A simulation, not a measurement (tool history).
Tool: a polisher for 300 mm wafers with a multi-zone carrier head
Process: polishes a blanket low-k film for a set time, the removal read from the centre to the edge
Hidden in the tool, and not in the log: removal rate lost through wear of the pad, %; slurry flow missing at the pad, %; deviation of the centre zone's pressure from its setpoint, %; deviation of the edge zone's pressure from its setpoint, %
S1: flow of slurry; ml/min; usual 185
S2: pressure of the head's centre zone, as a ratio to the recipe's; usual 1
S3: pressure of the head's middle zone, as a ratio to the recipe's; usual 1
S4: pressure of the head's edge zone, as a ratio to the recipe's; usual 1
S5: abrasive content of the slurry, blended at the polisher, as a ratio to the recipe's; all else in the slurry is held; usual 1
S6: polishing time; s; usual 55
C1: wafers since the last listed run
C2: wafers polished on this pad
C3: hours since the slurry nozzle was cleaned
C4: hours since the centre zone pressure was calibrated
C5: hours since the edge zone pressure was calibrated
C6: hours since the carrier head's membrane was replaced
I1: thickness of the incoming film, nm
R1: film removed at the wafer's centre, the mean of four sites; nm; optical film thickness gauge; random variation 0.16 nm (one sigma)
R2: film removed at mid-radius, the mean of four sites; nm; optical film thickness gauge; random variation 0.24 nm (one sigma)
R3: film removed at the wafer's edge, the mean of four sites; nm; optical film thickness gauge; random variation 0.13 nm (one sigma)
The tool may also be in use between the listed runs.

run   hour   S1    S2    S3    S4    S5  S6   C1    C2     C3      C4      C5      C6     I1    R1    R2    R3
  1      0  170     1     1     1     1  55    0   810  660.5  1161.2  1338.8  1800.1  579.5  16.8  16.6  17.2
  2   11.9  170     1     1     1     1  55  165   976  672.4  1173.1  1350.7    1812  573.2  16.8  16.5  16.9
  3   25.3  170     1     1     1     1  55  186  1163  685.8  1186.5  1364.1  1825.4  569.8  16.6  15.9  16.8
      32.1  -- worn pad replaced by a new one
  4   40.3  185     1     1     1     1  55  153   113  700.8  1201.5  1379.1  1840.4    573  18.1  17.4  17.7
  5   49.4  185     1     1     1   1.2  55  126   240  709.9  1210.6  1388.2  1849.5  584.2  19.1  18.5  18.8
  6   65.3  185     1     1     1   1.2  55  221   462  725.8  1226.5  1404.1  1865.4    581  18.7    18  18.8
  7   74.8  185     1     1  1.03     1  55  132   594  735.3    1236  1413.6  1874.9  589.3  17.2    17  17.5
      83.8  -- carrier head's membrane replaced by a new one
      86.6  -- centre zone pressure recalibrated
      93.6  -- edge zone pressure recalibrated
      98.4  -- slurry nozzle cleaned
  8  108.9  235     1     1  1.06  0.85  67  336   930   10.5    22.3    15.3    25.1  582.3  20.1  20.2  20.6
  9  125.1  185     1     1     1     1  44  225  1156   26.7    38.5    31.5    41.3    578  13.4  13.2  13.4
 10  139.9  185     1     1     1     1  48  206  1363   41.5    53.3    46.3    56.1  577.6  14.7  14.3  14.4
     148.4  -- worn pad replaced by a new one
 11  154.2  185  1.11  1.07     1     1  55  143    81   55.8    67.6    60.6    70.4  581.9  19.9  18.1  17.8
 12  160.8  235     1     1  1.06  0.85  67   92   173   62.4    74.2    67.2      77  581.9  20.9  20.9  21.1
 13  178.6  230     1  1.08     1     1  67  248   421   80.2      92      85    94.8  574.6  22.1  22.7    22
 14  186.4  230     1  1.06     1     1  62  108   530     88    99.8    92.8   102.6  571.5  20.9  20.5  20.6

Forecast each of these 3 alternatives for the next run:
  A  186.8  185     1   1     1    1  55   5  535  88.4  100.2  93.2  103  586.5   ?   ?   ?
  B  186.8  210  0.94   1     1  0.9  73   5  535  88.4  100.2  93.2  103  586.5   ?   ?   ?
  C  186.8  215     1   1  1.08    1  55   5  535  88.4  100.2  93.2  103  586.5   ?   ?   ?

run    R1    R2    R3
  A  17.7  16.9  17.4
  B  21.7  22.1  22.6
  C  18.2  17.3  18.3
Without the tool's hidden state the same runs would have given:
run    R1    R2    R3
  A  18.2  17.4  17.9
  B  22.3  22.7  23.2
  C  18.7  17.9  18.8
